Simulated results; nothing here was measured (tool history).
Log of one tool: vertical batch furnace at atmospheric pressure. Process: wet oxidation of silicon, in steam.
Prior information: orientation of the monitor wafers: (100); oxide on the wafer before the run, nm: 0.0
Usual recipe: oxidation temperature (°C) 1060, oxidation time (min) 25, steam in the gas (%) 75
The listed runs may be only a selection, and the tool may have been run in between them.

run,day,oxidation temperature (°C),oxidation time (min),steam in the gas (%),"read-back reference wafer on the same gauge, thickness",oxide thickness on the monitor wafer (nm)
1,0,1060,33,75,276.02,363.01
2,3.421,1060,33,75,276.21,363.6
3,5.425,1060,33,75,276.21,365.47
4,9.871,1060,25,75,276.07,306.98
5,11.592,1060,25,75,275.83,304.97
6,16.05,1060,25,68,275.76,285.83
7,18.6,1060,25,75,276.09,303.82
8,20.15,1060,25,75,276.04,304.09
9,23.242,1060,25,75,276.24,305.74
10,26.296,1060,25,75,276.02,303.94
11,28.871,1060,25,75,275.87,301.71
12,34.396,1060,25,75,276.01,303.49
13,37.229,1060,25,75,275.99,304.73
14,39.283,1060,25,75,275.74,305.23
15,41.938,1060,25,75,276.04,305.25
16,43.55,1060,25,75,276.2,304.9
# day 45.9: steam generator serviced
17,46.692,1060,25,75,276.4,304.26
18,49.746,1060,25,75,276.03,305.66
19,51.821,1060,25,75,275.92,305
20,58.696,1060,25,79,276.14,313.88
# day 63.508: thermocouples replaced and temperature profile calibrated
21,63.529,1037,33,65,276.01,290.4
22,65,1060,25,75,275.78,309.56
23,66.917,1075,33.5,80,275.97,421.17

Run 24, settings as shown, results not yet in. Your forecast:
24,70.338,1060,21,71,?,?

{"run 24": {"read-back reference wafer on the same gauge, thickness": 275.82, "oxide thickness on the monitor wafer (nm)": 267.86}}
Take away the tool's hidden state, keep the run-to-run variation as it was, and the same run would have given oxide thickness on the monitor wafer (nm) 256.98.
